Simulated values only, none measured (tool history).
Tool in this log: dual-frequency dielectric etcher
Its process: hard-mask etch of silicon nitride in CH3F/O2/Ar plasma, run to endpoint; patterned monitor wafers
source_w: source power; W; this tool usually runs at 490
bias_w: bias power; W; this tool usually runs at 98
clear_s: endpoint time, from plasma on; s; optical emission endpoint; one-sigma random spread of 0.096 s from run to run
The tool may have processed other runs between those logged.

run   hour  source_w  bias_w  wafers since the last listed run  hours since the last wet clean  hours since the last source power generator calibration  hours since the last bias power generator calibration  hours since the last upper electrode change  incoming incoming film thickness, nm  clear_s
  1      0       490      98                                 0                            63.9                                                   4143.6                                                 3115.3                                       3412.6                                 27.96     32.2
  2   25.3       490      98                               391                            89.2                                                   4168.9                                                 3140.6                                       3437.9                                 27.61     31.9
  3   40.3       490      98                               231                           104.2                                                   4183.9                                                 3155.6                                       3452.9                                 27.94     32.2
  4   70.3       490      98                               463                           134.2                                                   4213.9                                                 3185.6                                       3482.9                                 28.16     32.7
  5   84.4       490     115                               217                           148.3                                                     4228                                                 3199.7                                         3497                                 27.94     30.5
  6  111.2       490     115                               414                           175.1                                                   4254.8                                                 3226.5                                       3523.8                                 28.11     30.8
  7  125.8       420      98                               225                           189.7                                                   4269.4                                                 3241.1                                       3538.4                                 27.83     34.2
  8  147.4       420      98                               333                           211.3                                                     4291                                                 3262.7                                         3560                                 27.76     34.1
  9  161.6       420      98                               219                           225.5                                                   4305.2                                                 3276.9                                       3574.2                                 27.96     34.3
 10  187.3       490      98                               397                           251.2                                                   4330.9                                                 3302.6                                       3599.9                                  27.9     32.4
 11  216.3       400     117                               448                           280.2                                                   4359.9                                                 3331.6                                       3628.9                                 28.08       33
     222.4  -- bias power generator calibrated
 12  251.7       550     113                               485                           315.6                                                   4395.3                                                   29.3                                       3664.3                                 27.69     29.4
     272.7  -- source power generator calibrated
     293.3  -- wet clean of the chamber
 13  293.8       490      98                               270                             0.5                                                     21.1                                                   71.4                                       3706.4                                    28     32.1
 14  303.9       490      98                               156                            10.6                                                     31.2                                                   81.5                                       3716.5                                 28.05     32.2
 15  324.6       590     107                               319                            31.3                                                     51.9                                                  102.2                                       3737.2                                 28.01     29.1
     355.6  -- upper electrode replaced
 16  356.4       420      83                               120                            63.1                                                     83.7                                                    134                                          0.8                                 27.95     36.3
 17  378.6       490      98                               343                            85.3                                                    105.9                                                  156.2                                           23                                 28.13     32.4
 18  413.4       580      81                               537                           120.1                                                    140.7                                                    191                                         57.8                                 28.29     32.7
 19  431.9       590      98                               285                           138.6                                                    159.2                                                  209.5                                         76.3                                 27.86     30.1
 20  461.5       560     120                               457                           168.2                                                    188.8                                                  239.1                                        105.9                                 27.81     28.6
 21  494.2       490      98                               505                           200.9                                                    221.5                                                  271.8                                        138.6                                 28.25     32.8

Difference, measured minus no-hidden-state, one row per run. Run-to-run variation is common to both terms; the gauge's own scatter need not be:
The tool's hidden condition here consists of: etch rate over this chamber's usual, %; source power that arrives over what is set, %; bias power that arrives over what is set, %.
run  clear_s
  1     +0.2
  2     +0.2
  3     +0.3
  4     +0.3
  5     +0.3
  6     +0.4
  7     +0.3
  8     +0.4
  9     +0.5
 10     +0.4
 11     +0.5
 12     +0.5
 13       +0
 14       +0
 15       +0
 16     +0.2
 17     +0.1
 18     +0.2
 19     +0.2
 20     +0.2
 21     +0.3

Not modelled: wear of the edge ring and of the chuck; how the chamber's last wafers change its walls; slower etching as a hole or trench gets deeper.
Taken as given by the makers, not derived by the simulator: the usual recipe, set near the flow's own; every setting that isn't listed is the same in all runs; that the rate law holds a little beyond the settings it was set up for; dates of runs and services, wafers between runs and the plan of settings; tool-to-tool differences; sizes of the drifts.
